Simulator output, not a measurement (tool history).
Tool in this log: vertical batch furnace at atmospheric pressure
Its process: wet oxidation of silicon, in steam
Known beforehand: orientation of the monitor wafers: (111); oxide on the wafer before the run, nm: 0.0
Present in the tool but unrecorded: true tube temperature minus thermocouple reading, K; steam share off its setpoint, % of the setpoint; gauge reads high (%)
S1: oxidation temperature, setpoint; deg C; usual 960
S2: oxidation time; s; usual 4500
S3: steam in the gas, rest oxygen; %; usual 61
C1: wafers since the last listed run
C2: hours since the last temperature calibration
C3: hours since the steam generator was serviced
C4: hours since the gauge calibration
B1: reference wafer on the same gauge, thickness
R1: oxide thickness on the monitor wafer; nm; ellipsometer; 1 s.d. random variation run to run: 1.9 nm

run,hour,S1,S2,S3,C1,C2,C3,C4,B1,R1
1,0.0,960,3990,61,0,4605.7,1306.3,39.4,368.45,315.06
2,11.9,960,3990,61,182,4617.6,1318.2,51.3,369.33,319.34
3,25.0,960,3990,61,200,4630.7,1331.3,64.4,368.82,314.15
4,37.2,960,4500,70,186,4642.9,1343.5,76.6,368.33,379.46
5,46.9,960,4980,61,148,4652.6,1353.2,86.3,369.80,369.98
# hour 88.5: thermocouples replaced and temperature profile calibrated
# hour 99.0: steam generator serviced
6,99.5,977,4500,54,277,11.0,0.5,138.9,369.05,356.44
7,104.1,977,4500,54,70,15.6,5.1,143.5,369.72,360.54
# hour 113.7: gauge calibrated
8,117.3,960,4500,61,202,28.8,18.3,3.6,368.92,345.02
9,173.9,960,4500,61,866,85.4,74.9,60.2,368.53,345.99
10,181.3,985,4500,61,113,92.8,82.3,67.6,368.82,413.86
11,187.8,960,5610,61,99,99.3,88.8,74.1,369.03,399.58
12,201.1,940,5280,71,203,112.6,102.1,87.4,369.05,364.82
13,211.9,983,2400,67,165,123.4,112.9,98.2,369.00,281.18
14,218.4,960,4500,61,99,129.9,119.4,104.7,369.11,345.08
15,225.7,969,5790,54,111,137.2,126.7,112.0,368.45,404.29
16,242.1,942,3450,61,251,153.6,143.1,128.4,369.16,244.36
17,249.5,960,4500,61,113,161.0,150.5,135.8,368.71,342.63
18,263.7,960,4500,61,217,175.2,164.7,150.0,368.69,344.23

Here are 4 independent what-if runs from the current tool condition. What would each one return?
A,268.3,960,5790,61,70,179.8,169.3,154.6,?,?
B,268.3,982,3210,61,70,179.8,169.3,154.6,?,?
C,268.3,960,6030,71,70,179.8,169.3,154.6,?,?
D,268.3,945,2370,58,70,179.8,169.3,154.6,?,?

run,B1,R1
A,369.49,408.99
B,369.49,321.04
C,369.49,465.14
D,369.49,180.63
With no hidden state in the tool, these same runs would have given:
run,R1
A,408.99
B,321.04
C,465.14
D,180.63

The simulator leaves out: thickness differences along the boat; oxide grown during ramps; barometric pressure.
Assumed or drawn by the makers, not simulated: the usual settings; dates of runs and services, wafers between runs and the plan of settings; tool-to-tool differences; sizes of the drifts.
